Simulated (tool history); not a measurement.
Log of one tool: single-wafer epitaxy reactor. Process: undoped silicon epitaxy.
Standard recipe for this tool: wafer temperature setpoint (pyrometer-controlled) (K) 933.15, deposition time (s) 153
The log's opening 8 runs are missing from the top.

run,hour,wafer temperature setpoint (pyrometer-controlled) (K),deposition time (s),wafers since the last listed run,hours since the last pyrometer calibration,hours since the gauge calibration,"read-back reference wafer on the same gauge, thickness_nm",mean film thickness on the monitor wafer (Å)
9,258.9,933.15,153,289,2220.1,444.5,31.6,343.84
10,285.9,933.15,153,287,2247.1,471.5,31.601,340.29
11,343.2,941.15,153,609,2304.4,528.8,31.684,415.28
12,417.5,941.15,153,789,2378.7,603.1,31.712,415.61
13,444.2,941.15,153,283,2405.4,629.8,31.589,414.2
14,463.9,944.15,140,209,2425.1,649.5,31.52,405.83
15,487.6,944.15,140,251,2448.8,673.2,31.657,405.02
16,501.3,921.15,171,145,2462.5,686.9,31.655,283.08
17,527.1,933.15,180,274,2488.3,712.7,31.557,402.89
18,545.9,942.15,144,199,2507.1,731.5,31.652,397.82
19,579.7,946.15,168,359,2540.9,765.3,31.638,513.42
# hour 589.8: pyrometer calibrated
20,677,933.15,153,949,87.2,862.6,31.653,309.84
21,708.8,933.15,129,338,119,894.4,31.625,257.77
22,741.2,919.15,124,344,151.4,926.8,31.661,177.05

Run 23, settings as shown, results not yet in. Your forecast:
23,766.4,933.15,153,267,176.6,952,?,?

read-back reference wafer on the same gauge, thickness_nm: 31.514
mean film thickness on the monitor wafer (Å): 310.17
Minus the tool's unlogged condition, the same run would have read mean film thickness on the monitor wafer (Å) 306.63.
